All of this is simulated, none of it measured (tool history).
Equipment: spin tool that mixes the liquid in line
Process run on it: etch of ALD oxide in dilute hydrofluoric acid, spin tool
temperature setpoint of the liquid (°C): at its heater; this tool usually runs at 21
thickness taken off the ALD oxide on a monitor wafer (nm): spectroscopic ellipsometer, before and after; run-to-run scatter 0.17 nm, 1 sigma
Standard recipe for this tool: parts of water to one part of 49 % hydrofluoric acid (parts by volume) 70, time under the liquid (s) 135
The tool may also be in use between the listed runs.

run,day,temperature setpoint of the liquid (°C),parts of water to one part of 49 % hydrofluoric acid (parts by volume),time under the liquid (s),wafers since the last listed run,hours since the thermometer was replaced,hours since the hydrofluoric acid flow meter was replaced,hours since the gauge calibration,"read-back film thickness of the ALD oxide reference wafer, read on the same gauge (nm)",thickness taken off the ALD oxide on a monitor wafer (nm)
1,0,23,70,135,0,1559.8,1125.3,1089.5,60,21.13
2,1.971,21,60,135,252,1607.1,1172.6,1136.8,60.01,22.92
# day 3.238: hydrofluoric acid flow meter replaced
3,4.533,21,60,135,322,1668.6,31.1,1198.3,60.01,20.54
4,6.6,21,60,135,264,1718.2,80.7,1247.9,60.03,20.58
5,9.575,22,70,110,380,1789.6,152.1,1319.3,60.01,15
6,12.521,22,70,110,377,1860.3,222.8,1390,60,14.93
7,14.712,22,70,110,280,1912.9,275.4,1442.6,59.98,15.48
8,16.071,20,70,135,173,1945.5,308,1475.2,59.98,17.07
9,17.946,21,70,135,240,1990.5,353,1520.2,60,18.01
10,20.475,21,70,135,323,2051.2,413.7,1580.9,59.98,18.29
11,22.033,21,90,135,199,2088.6,451.1,1618.3,60.03,13.8
# day 22.562: thermometer replaced
12,24.279,21,90,135,282,41.2,505,1672.2,59.97,13.79
13,26.554,21,70,135,291,95.8,559.6,1726.8,60.01,18.6
14,28.458,21,70,135,243,141.5,605.3,1772.5,59.98,18.41
15,30.479,25.5,100,135,258,190,653.8,1821,59.99,15.14
16,33.283,24,55,135,359,257.3,721.1,1888.3,60.01,27.15
17,34.817,21,70,135,196,294.1,757.9,1925.1,60.01,18.92
# day 35.754: gauge calibrated
18,37.15,21,70,135,298,350.1,813.9,33.5,60,18.9
19,39.108,17,50,135,250,397.1,860.9,80.5,59.99,23.07
20,40.475,21,35,185,175,429.9,893.7,113.3,59.99,54.68
21,42.775,22,70,110,294,485.1,948.9,168.5,60,16.18
22,44.154,21,70,95,176,518.2,982,201.6,60,13.54
# day 45: hydrofluoric acid flow meter replaced
23,45.7,21,70,135,192,555.3,16.8,238.7,60.02,17.23
24,47.025,21,50,135,169,587.1,48.6,270.5,59.99,24.44
25,49.854,25,70,135,362,655,116.5,338.4,60,19.96
26,50.954,21,70,135,140,681.4,142.9,364.8,60.01,17.16
27,52.588,24,70,135,209,720.6,182.1,404,59.98,19.43
28,53.642,21,70,95,135,745.9,207.4,429.3,59.99,12.29
29,56.375,24,95,135,350,811.5,273,494.9,59.99,13.91
30,58.925,19.5,85,170,326,872.7,334.2,556.1,59.98,16.97
31,60.308,17.5,85,215,177,905.9,367.4,589.3,59.99,19.73
32,62.742,24.5,105,210,311,964.3,425.8,647.7,60.03,20.36
33,64.667,17.5,85,215,246,1010.5,472,693.9,60,19.75
34,67.6,21,60,175,375,1080.9,542.4,764.3,60,27.56
35,68.662,21,70,135,136,1106.4,567.9,789.8,59.99,17.65

Alternative continuations, all from the tool just after run 35; predict every row:
A,68.683,21,70,185,2,1106.9,568.4,790.3,?,?
B,68.683,17,45,95,2,1106.9,568.4,790.3,?,?
C,68.683,21,85,205,2,1106.9,568.4,790.3,?,?

run,"read-back film thickness of the ALD oxide reference wafer, read on the same gauge (nm)",thickness taken off the ALD oxide on a monitor wafer (nm)
A,59.97,24.8
B,59.97,17.17
C,59.97,22.25
What these runs would have given with no unlogged condition in the tool:
run,thickness taken off the ALD oxide on a monitor wafer (nm)
A,23.32
B,16.17
C,20.9

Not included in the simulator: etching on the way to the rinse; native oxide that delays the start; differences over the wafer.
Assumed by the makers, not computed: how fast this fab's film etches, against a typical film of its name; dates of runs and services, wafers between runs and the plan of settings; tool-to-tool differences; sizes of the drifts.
